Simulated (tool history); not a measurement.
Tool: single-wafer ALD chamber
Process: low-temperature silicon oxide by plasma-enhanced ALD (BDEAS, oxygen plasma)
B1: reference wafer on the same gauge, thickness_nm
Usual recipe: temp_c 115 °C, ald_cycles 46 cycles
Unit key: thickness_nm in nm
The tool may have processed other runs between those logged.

{"run": 1, "hour": 0.0, "temp_c": 115, "ald_cycles": 46, "B1": 5.381, "thickness_nm": 6.272}
{"run": 2, "hour": 76.5, "temp_c": 115, "ald_cycles": 46, "B1": 5.386, "thickness_nm": 6.264}
{"run": 3, "hour": 151.0, "temp_c": 115, "ald_cycles": 46, "B1": 5.393, "thickness_nm": 6.217}
{"run": 4, "hour": 222.0, "temp_c": 122, "ald_cycles": 46, "B1": 5.401, "thickness_nm": 6.143}
{"run": 5, "hour": 271.7, "temp_c": 122, "ald_cycles": 46, "B1": 5.386, "thickness_nm": 6.114}
{"run": 6, "hour": 321.5, "temp_c": 104, "ald_cycles": 46, "B1": 5.388, "thickness_nm": 6.343}
{"run": 7, "hour": 421.4, "temp_c": 115, "ald_cycles": 46, "B1": 5.386, "thickness_nm": 6.249}
{"run": 8, "hour": 492.3, "temp_c": 115, "ald_cycles": 46, "B1": 5.387, "thickness_nm": 6.288}
{"run": 9, "hour": 569.6, "temp_c": 115, "ald_cycles": 46, "B1": 5.389, "thickness_nm": 6.213}
{"run": 10, "hour": 615.1, "temp_c": 115, "ald_cycles": 46, "B1": 5.381, "thickness_nm": 6.22}
{"run": 11, "hour": 676.9, "temp_c": 107, "ald_cycles": 46, "B1": 5.391, "thickness_nm": 6.332}
{"run": 12, "hour": 767.9, "temp_c": 115, "ald_cycles": 46, "B1": 5.394, "thickness_nm": 6.253}
{"run": 13, "hour": 817.8, "temp_c": 115, "ald_cycles": 41, "B1": 5.386, "thickness_nm": 5.553}
{"run": 14, "hour": 876.2, "temp_c": 115, "ald_cycles": 46, "B1": 5.379, "thickness_nm": 6.282}
{"run": 15, "hour": 1128.9, "temp_c": 105, "ald_cycles": 49, "B1": 5.402, "thickness_nm": 6.813}
{"run": 16, "hour": 1198.9, "temp_c": 125, "ald_cycles": 38, "B1": 5.396, "thickness_nm": 5.036}
{"run": 17, "hour": 1277.2, "temp_c": 115, "ald_cycles": 46, "B1": 5.387, "thickness_nm": 6.196}
{"run": 18, "hour": 1371.3, "temp_c": 109, "ald_cycles": 49, "B1": 5.382, "thickness_nm": 6.663}
{"run": 19, "hour": 1426.8, "temp_c": 120, "ald_cycles": 52, "B1": 5.386, "thickness_nm": 6.917}
{"run": 20, "hour": 1526.5, "temp_c": 115, "ald_cycles": 46, "B1": 5.389, "thickness_nm": 6.154}
{"run": 21, "hour": 1597.3, "temp_c": 128, "ald_cycles": 50, "B1": 5.387, "thickness_nm": 6.631}
{"run": 22, "hour": 1633.5, "temp_c": 120, "ald_cycles": 52, "B1": 5.396, "thickness_nm": 7.061}
{"run": 23, "hour": 1686.8, "temp_c": 115, "ald_cycles": 39, "B1": 5.396, "thickness_nm": 5.284}
{"run": 24, "hour": 1779.4, "temp_c": 115, "ald_cycles": 46, "B1": 5.394, "thickness_nm": 6.199}
{"run": 25, "hour": 1965.0, "temp_c": 102, "ald_cycles": 42, "B1": 5.394, "thickness_nm": 5.804}

Not shown here: 2 entries made in the log between runs. Locate each between two listed runs and compare the hidden state at the listed run before it with the hidden state at the listed run after it:
Run 13 -> run 14: gauge calibrated (hour 854.8)
  nothing in the hidden state changes from one run to the other
Run 16 -> run 17: thermocouple changed; heater temperature recalibrated (hour 1276.7)
  nothing in the hidden state changes from one run to the other
